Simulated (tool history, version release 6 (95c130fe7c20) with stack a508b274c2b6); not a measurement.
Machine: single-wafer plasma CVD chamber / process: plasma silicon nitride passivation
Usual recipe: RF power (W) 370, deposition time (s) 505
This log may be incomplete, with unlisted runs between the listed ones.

run,day,RF power (W),deposition time (s),wafers since the last listed run,hours since the last RF generator calibration,hours since the showerhead was replaced,hours since the gauge calibration,"read-back reference wafer on the same gauge, thickness_nm",mean film thickness on the monitor wafer (nm)
1,0,335,505,0,2142.2,3156.8,137.9,657.766,675.252
2,3.438,335,505,194,2224.7,3239.3,220.4,658.483,669.952
3,4.029,335,505,33,2238.9,3253.5,234.6,657.505,674.604
4,4.617,370,505,33,2253,3267.6,248.7,657.669,693.864
5,5.292,370,505,38,2269.2,3283.8,264.9,658.544,691.23
6,6.738,370,505,81,2303.9,3318.5,299.6,658.293,693.058
# day 7.229: showerhead replaced
7,7.296,370,566,12,2317.3,1.6,313,657.861,773.807
# day 8.708: RF generator calibrated
8,8.729,370,505,62,0.5,36,347.4,658.324,690.577
9,9.862,370,505,64,27.7,63.2,374.6,657.922,696.373
10,11.262,370,505,79,61.3,96.8,408.2,658.893,691.627
11,12.304,370,505,58,86.3,121.8,433.2,658.307,692.161
12,13.238,340,444,52,108.7,144.2,455.6,656.826,597.4
# day 14.1: gauge calibrated
13,14.258,350,418,57,133.2,168.7,3.8,658.365,565.536
14,14.775,370,505,29,145.6,181.1,16.2,658.878,689.797
15,15.758,320,505,55,169.2,204.7,39.8,657.292,666.538
16,16.854,370,505,61,195.5,231,66.1,656.861,693.459
17,17.404,370,557,31,208.7,244.2,79.3,657.223,759.833
18,18.842,370,505,81,243.2,278.7,113.8,657.885,691.309
19,19.688,300,591,47,263.5,299,134.1,658.219,767.173
20,21.112,410,552,80,297.7,333.2,168.3,658.701,777.429
21,22.104,440,591,56,321.5,357,192.1,659.139,844.406

Consider 4 possible next runs. They are alternatives, not a sequence: every one starts from the tool as it was left by run 21. What does each give?
A,22.125,370,505,1,322,357.5,192.6,?,?
B,22.125,325,581,1,322,357.5,192.6,?,?
C,22.125,310,505,1,322,357.5,192.6,?,?
D,22.125,430,420,1,322,357.5,192.6,?,?

run,"read-back reference wafer on the same gauge, thickness_nm",mean film thickness on the monitor wafer (nm)
A,657.78,693.928
B,657.78,773.046
C,657.78,664.203
D,657.78,599.599
Take away the tool's hidden state, keep each run's random variation, and the runs would have read:
run,mean film thickness on the monitor wafer (nm)
A,693.928
B,773.046
C,664.203
D,599.599
